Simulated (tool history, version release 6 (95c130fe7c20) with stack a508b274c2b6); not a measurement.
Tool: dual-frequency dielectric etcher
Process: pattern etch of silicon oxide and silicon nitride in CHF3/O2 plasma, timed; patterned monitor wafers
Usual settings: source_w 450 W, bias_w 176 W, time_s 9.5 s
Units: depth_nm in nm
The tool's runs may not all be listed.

run     day  source_w  bias_w  time_s  wafers since the last listed run  hours since the last wet clean  hours since the last source power generator calibration  hours since the last bias power generator calibration  hours since the last upper electrode change  hours since the gauge calibration  read-back reference wafer on the same gauge, depth_nm  depth_nm
  1   0.000       500     151     9.5                                 0                           571.7                                                   4214.0                                                 2541.1                                       1702.9                              201.6                                                  12.47     11.13
  2   0.604       500     151     9.5                               165                           586.2                                                   4228.5                                                 2555.6                                       1717.4                              216.1                                                  12.49     11.19
  3   0.875       500     163     9.5                                74                           592.7                                                   4235.0                                                 2562.1                                       1723.9                              222.6                                                  12.48     11.49
  4   1.342       500     163     9.5                               127                           603.9                                                   4246.2                                                 2573.3                                       1735.1                              233.8                                                  12.47     11.46
  5   2.042       450     176     9.5                               191                           620.7                                                   4263.0                                                 2590.1                                       1751.9                              250.6                                                  12.50     11.34
  6   2.767       450     176     9.5                               198                           638.1                                                   4280.4                                                 2607.5                                       1769.3                              268.0                                                  12.50     11.43
  7   3.046       450     176     9.5                                76                           644.8                                                   4287.1                                                 2614.2                                       1776.0                              274.7                                                  12.48     11.34
  8   3.692       450     176     9.5                               176                           660.3                                                   4302.6                                                 2629.7                                       1791.5                              290.2                                                  12.49     11.38
  9   4.088       450     176     9.5                               108                           669.8                                                   4312.1                                                 2639.2                                       1801.0                              299.7                                                  12.49     11.15
      4.375  -- bias power generator calibrated
      5.775  -- wet clean of the chamber
 10   5.796       450     176     9.5                               148                             0.5                                                   4353.1                                                   34.1                                       1842.0                              340.7                                                  12.50     12.20
 11   5.808       450     176     9.5                                 3                             0.8                                                   4353.4                                                   34.4                                       1842.3                              341.0                                                  12.51     11.96
 12   5.821       450     206     7.5                                 3                             1.1                                                   4353.7                                                   34.7                                       1842.6                              341.3                                                  12.52     10.17
 13   7.062       350     163    10.5                               339                            30.9                                                   4383.5                                                   64.5                                       1872.4                              371.1                                                  12.50     11.69
 14   7.775       490     187    12.0                               194                            48.0                                                   4400.6                                                   81.6                                       1889.5                              388.2                                                  12.51     16.04
 15   8.704       540     176     8.0                               253                            70.3                                                   4422.9                                                  103.9                                       1911.8                              410.5                                                  12.49     10.93
     10.312  -- upper electrode replaced, of another model than before
 16  10.333       530     164    11.0                               171                           109.4                                                   4462.0                                                  143.0                                          0.5                              449.6                                                  12.52     13.86
 17  10.346       450     176     7.5                                 3                           109.7                                                   4462.3                                                  143.3                                          0.8                              449.9                                                  12.52      9.42
 18  10.417       400     204     7.5                                19                           111.4                                                   4464.0                                                  145.0                                          2.5                              451.6                                                  12.48      9.96
     10.658  -- source power generator calibrated
 19  11.058       450     176     9.5                               129                           126.8                                                      9.6                                                  160.4                                         17.9                              467.0                                                  12.49     11.94
 20  11.562       450     176     9.5                               137                           138.9                                                     21.7                                                  172.5                                         30.0                              479.1                                                  12.51     11.93
     11.896  -- gauge calibrated
 21  12.254       450     176     9.5                               189                           155.5                                                     38.3                                                  189.1                                         46.6                                8.6                                                  12.49     11.82
 22  13.854       450     176     9.5                               437                           193.9                                                     76.7                                                  227.5                                         85.0                               47.0                                                  12.49     11.73
 23  14.512       450     161     7.5                               179                           209.7                                                     92.5                                                  243.3                                        100.8                               62.8                                                  12.52      8.85
 24  14.929       350     218     9.5                               113                           219.7                                                    102.5                                                  253.3                                        110.8                               72.8                                                  12.50     12.56
 25  15.396       520     176     9.5                               127                           230.9                                                    113.7                                                  264.5                                        122.0                               84.0                                                  12.47     12.26
 26  15.992       450     176     9.5                               162                           245.2                                                    128.0                                                  278.8                                        136.3                               98.3                                                  12.51     11.82
 27  16.404       350     160     6.5                               112                           255.1                                                    137.9                                                  288.7                                        146.2                              108.2                                                  12.49      7.20
 28  16.992       500     212     9.5                               160                           269.2                                                    152.0                                                  302.8                                        160.3                              122.3                                                  12.49     13.28
 29  17.667       510     192    11.5                               184                           285.4                                                    168.2                                                  319.0                                        176.5                              138.5                                                  12.51     15.41

Forecast each of these 5 alternatives for the next run:
  A  17.683       390     176     9.5                                 4                           285.8                                                    168.6                                                  319.4                                        176.9                              138.9                                                      ?         ?
  B  17.683       420     176     8.5                                 4                           285.8                                                    168.6                                                  319.4                                        176.9                              138.9                                                      ?         ?
  C  17.683       450     205     7.5                                 4                           285.8                                                    168.6                                                  319.4                                        176.9                              138.9                                                      ?         ?
  D  17.683       510     198     9.5                                 4                           285.8                                                    168.6                                                  319.4                                        176.9                              138.9                                                      ?         ?
  E  17.683       490     202     8.0                                 4                           285.8                                                    168.6                                                  319.4                                        176.9                              138.9                                                      ?         ?

run  read-back reference wafer on the same gauge, depth_nm  depth_nm
  A                                                  12.50     11.29
  B                                                  12.50     10.27
  C                                                  12.50      9.97
  D                                                  12.50     12.77
  E                                                  12.50     10.76
Without the tool's hidden state the same runs would have given:
run  depth_nm
  A     11.56
  B     10.51
  C     10.21
  D     13.07
  E     11.02
